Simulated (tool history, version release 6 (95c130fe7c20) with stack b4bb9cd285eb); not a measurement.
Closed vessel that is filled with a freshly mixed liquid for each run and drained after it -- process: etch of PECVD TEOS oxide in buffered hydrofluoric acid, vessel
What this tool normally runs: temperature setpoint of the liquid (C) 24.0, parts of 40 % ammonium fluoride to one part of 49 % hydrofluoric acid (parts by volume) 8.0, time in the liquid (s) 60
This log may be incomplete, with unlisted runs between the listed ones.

run,hour,temperature setpoint of the liquid (C),parts of 40 % ammonium fluoride to one part of 49 % hydrofluoric acid (parts by volume),time in the liquid (s),wafers since the last listed run,hours since the thermometer was replaced,hours since the hydrofluoric acid flow meter was replaced,hours since the gauge calibration,"read-back film thickness of the PECVD TEOS oxide reference wafer, read on the same gauge (nm)",thickness taken off the PECVD TEOS oxide on a monitor wafer (nm)
1,0.0,24.0,7.5,60,0,1344.6,624.9,546.3,147.77,175.19
2,28.8,24.0,7.5,60,2343,1373.4,653.7,575.1,147.60,176.81
3,91.3,21.5,8.0,60,5085,1435.9,716.2,637.6,147.20,142.13
4,117.5,21.5,8.0,60,2132,1462.1,742.4,663.8,147.00,140.10
5,177.0,24.0,8.0,60,4841,1521.6,801.9,723.3,146.63,161.08
6,246.6,24.0,8.0,40,5663,1591.2,871.5,792.9,146.08,107.92
7,302.0,24.0,8.0,40,4508,1646.6,926.9,848.3,145.58,109.41
8,348.9,24.0,8.0,60,3816,1693.5,973.8,895.2,145.11,162.10
9,397.3,24.0,8.0,60,3938,1741.9,1022.2,943.6,144.67,160.95
10,462.5,24.0,8.0,60,5305,1807.1,1087.4,1008.8,144.03,157.74
# hour 520.4: thermometer replaced
11,526.6,24.0,8.0,45,5134,6.2,1151.5,1072.9,143.30,119.68
# hour 549.3: gauge calibrated
12,571.1,24.0,8.0,45,3621,50.7,1196.0,21.8,149.59,122.96
13,618.3,24.0,8.0,45,3840,97.9,1243.2,69.0,149.52,123.54
14,670.5,24.0,9.5,60,4247,150.1,1295.4,121.2,149.52,139.89
15,720.1,24.0,10.0,90,4036,199.7,1345.0,170.8,149.39,202.65
16,745.9,19.5,9.5,30,2099,225.5,1370.8,196.6,149.38,53.91
# hour 758.8: hydrofluoric acid flow meter replaced
17,800.5,24.0,8.0,60,4361,280.1,41.7,251.2,149.20,166.13
18,845.7,24.0,8.0,90,3678,325.3,86.9,296.4,149.08,248.50
19,900.3,22.0,9.5,95,4443,379.9,141.5,351.0,148.92,195.88
20,938.7,24.0,8.0,60,3124,418.3,179.9,389.4,148.79,166.31
21,1006.8,24.0,8.0,35,5541,486.4,248.0,457.5,148.51,96.04
22,1034.0,24.0,10.5,60,2213,513.6,275.2,484.7,148.34,130.59
23,1084.7,24.0,8.0,60,4125,564.3,325.9,535.4,148.13,163.28
24,1117.6,24.0,8.0,70,2677,597.2,358.8,568.3,147.91,190.62
25,1165.6,22.0,8.0,60,3906,645.2,406.8,616.3,147.60,147.59
26,1199.2,24.0,8.0,60,2734,678.8,440.4,649.9,147.33,161.31
27,1264.4,24.0,8.0,60,5305,744.0,505.6,715.1,146.91,161.41

Here are 4 independent what-if runs from the current tool condition. What would each one return?
A,1265.1,24.0,8.0,60,56,744.7,506.3,715.8,?,?
B,1265.1,22.0,9.5,90,56,744.7,506.3,715.8,?,?
C,1265.1,21.0,10.5,50,56,744.7,506.3,715.8,?,?
D,1265.1,20.0,11.0,35,56,744.7,506.3,715.8,?,?

run,"read-back film thickness of the PECVD TEOS oxide reference wafer, read on the same gauge (nm)",thickness taken off the PECVD TEOS oxide on a monitor wafer (nm)
A,146.92,163.37
B,146.92,186.80
C,146.92,90.65
D,146.92,57.35
Had the tool no hidden state, the same runs would have come out as:
run,thickness taken off the PECVD TEOS oxide on a monitor wafer (nm)
A,166.82
B,190.74
C,92.56
D,58.56
